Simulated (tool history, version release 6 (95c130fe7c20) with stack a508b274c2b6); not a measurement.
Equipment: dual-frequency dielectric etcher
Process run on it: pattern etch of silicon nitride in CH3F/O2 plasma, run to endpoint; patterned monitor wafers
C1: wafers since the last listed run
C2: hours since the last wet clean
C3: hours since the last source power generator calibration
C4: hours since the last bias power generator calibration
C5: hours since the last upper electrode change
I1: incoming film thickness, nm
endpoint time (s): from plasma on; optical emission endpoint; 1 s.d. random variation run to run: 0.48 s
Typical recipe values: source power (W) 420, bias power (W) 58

{"run": 1, "day": 0.0, "source power (W)": 460, "bias power (W)": 64, "C1": 0, "C2": 346.0, "C3": 1343.2, "C4": 2041.7, "C5": 1457.8, "I1": 53.1, "endpoint time (s)": 60.9}
{"run": 2, "day": 0.858, "source power (W)": 460, "bias power (W)": 64, "C1": 88, "C2": 366.6, "C3": 1363.8, "C4": 2062.3, "C5": 1478.4, "I1": 52.9, "endpoint time (s)": 60.9}
{"run": 3, "day": 1.971, "source power (W)": 460, "bias power (W)": 64, "C1": 114, "C2": 393.3, "C3": 1390.5, "C4": 2089.0, "C5": 1505.1, "I1": 53.5, "endpoint time (s)": 62.3}
{"run": 4, "day": 3.042, "source power (W)": 340, "bias power (W)": 58, "C1": 110, "C2": 419.0, "C3": 1416.2, "C4": 2114.7, "C5": 1530.8, "I1": 52.9, "endpoint time (s)": 70.3}
{"run": 5, "day": 7.458, "source power (W)": 340, "bias power (W)": 58, "C1": 455, "C2": 525.0, "C3": 1522.2, "C4": 2220.7, "C5": 1636.8, "I1": 53.6, "endpoint time (s)": 70.6}
{"run": 6, "day": 8.462, "source power (W)": 340, "bias power (W)": 58, "C1": 103, "C2": 549.1, "C3": 1546.3, "C4": 2244.8, "C5": 1660.9, "I1": 53.3, "endpoint time (s)": 69.7}
{"day": 8.729, "done": "bias power generator calibrated"}
{"run": 7, "day": 9.471, "source power (W)": 420, "bias power (W)": 58, "C1": 86, "C2": 573.3, "C3": 1570.5, "C4": 17.8, "C5": 1685.1, "I1": 53.2, "endpoint time (s)": 64.8}
{"day": 11.192, "done": "wet clean of the chamber"}
{"run": 8, "day": 11.212, "source power (W)": 420, "bias power (W)": 58, "C1": 76, "C2": 0.5, "C3": 1612.3, "C4": 59.6, "C5": 1726.9, "I1": 54.3, "endpoint time (s)": 67.5}
{"run": 9, "day": 12.133, "source power (W)": 420, "bias power (W)": 58, "C1": 94, "C2": 22.6, "C3": 1634.4, "C4": 81.7, "C5": 1749.0, "I1": 53.7, "endpoint time (s)": 66.2}
{"run": 10, "day": 13.354, "source power (W)": 480, "bias power (W)": 53, "C1": 125, "C2": 51.9, "C3": 1663.7, "C4": 111.0, "C5": 1778.3, "I1": 53.3, "endpoint time (s)": 65.1}
{"run": 11, "day": 14.267, "source power (W)": 340, "bias power (W)": 58, "C1": 94, "C2": 73.8, "C3": 1685.6, "C4": 132.9, "C5": 1800.2, "I1": 53.7, "endpoint time (s)": 70.4}
{"run": 12, "day": 15.058, "source power (W)": 470, "bias power (W)": 52, "C1": 81, "C2": 92.8, "C3": 1704.6, "C4": 151.9, "C5": 1819.2, "I1": 53.4, "endpoint time (s)": 66.9}
{"day": 16.6, "done": "upper electrode replaced"}
{"run": 13, "day": 16.621, "source power (W)": 420, "bias power (W)": 58, "C1": 57, "C2": 130.3, "C3": 1742.1, "C4": 189.4, "C5": 0.5, "I1": 53.9, "endpoint time (s)": 66.0}
{"run": 14, "day": 16.804, "source power (W)": 340, "bias power (W)": 51, "C1": 18, "C2": 134.7, "C3": 1746.5, "C4": 193.8, "C5": 4.9, "I1": 53.9, "endpoint time (s)": 74.8}
{"day": 17.833, "done": "source power generator calibrated"}
{"run": 15, "day": 18.188, "source power (W)": 450, "bias power (W)": 45, "C1": 125, "C2": 167.9, "C3": 8.5, "C4": 227.0, "C5": 38.1, "I1": 53.3, "endpoint time (s)": 70.1}
{"run": 16, "day": 19.354, "source power (W)": 480, "bias power (W)": 53, "C1": 120, "C2": 195.9, "C3": 36.5, "C4": 255.0, "C5": 66.1, "I1": 53.4, "endpoint time (s)": 64.8}
{"run": 17, "day": 19.917, "source power (W)": 330, "bias power (W)": 49, "C1": 57, "C2": 209.4, "C3": 50.0, "C4": 268.5, "C5": 79.6, "I1": 53.6, "endpoint time (s)": 76.1}
{"run": 18, "day": 21.271, "source power (W)": 380, "bias power (W)": 58, "C1": 139, "C2": 241.9, "C3": 82.5, "C4": 301.0, "C5": 112.1, "I1": 53.8, "endpoint time (s)": 67.7}
{"run": 19, "day": 22.404, "source power (W)": 450, "bias power (W)": 47, "C1": 116, "C2": 269.1, "C3": 109.7, "C4": 328.2, "C5": 139.3, "I1": 53.9, "endpoint time (s)": 69.8}

Here are 5 independent what-if runs from the current tool condition. What would each one return?
{"run": "A", "day": 22.425, "source power (W)": 420, "bias power (W)": 65, "C1": 2, "C2": 269.6, "C3": 110.2, "C4": 328.7, "C5": 139.8, "I1": 53.5, "endpoint time (s)": "?"}
{"run": "B", "day": 22.425, "source power (W)": 450, "bias power (W)": 58, "C1": 2, "C2": 269.6, "C3": 110.2, "C4": 328.7, "C5": 139.8, "I1": 53.5, "endpoint time (s)": "?"}
{"run": "C", "day": 22.425, "source power (W)": 480, "bias power (W)": 65, "C1": 2, "C2": 269.6, "C3": 110.2, "C4": 328.7, "C5": 139.8, "I1": 53.5, "endpoint time (s)": "?"}
{"run": "D", "day": 22.425, "source power (W)": 420, "bias power (W)": 46, "C1": 2, "C2": 269.6, "C3": 110.2, "C4": 328.7, "C5": 139.8, "I1": 53.5, "endpoint time (s)": "?"}
{"run": "E", "day": 22.425, "source power (W)": 510, "bias power (W)": 45, "C1": 2, "C2": 269.6, "C3": 110.2, "C4": 328.7, "C5": 139.8, "I1": 53.5, "endpoint time (s)": "?"}

run=A endpoint_time_(s)=63.4
run=B endpoint_time_(s)=64.4
run=C endpoint_time_(s)=60.6
run=D endpoint_time_(s)=71.2
run=E endpoint_time_(s)=67.1
Stripped of hidden state, with their random variation kept, the same runs would have yielded:
run=A endpoint_time_(s)=63.4
run=B endpoint_time_(s)=64.4
run=C endpoint_time_(s)=60.6
run=D endpoint_time_(s)=71.2
run=E endpoint_time_(s)=67.1
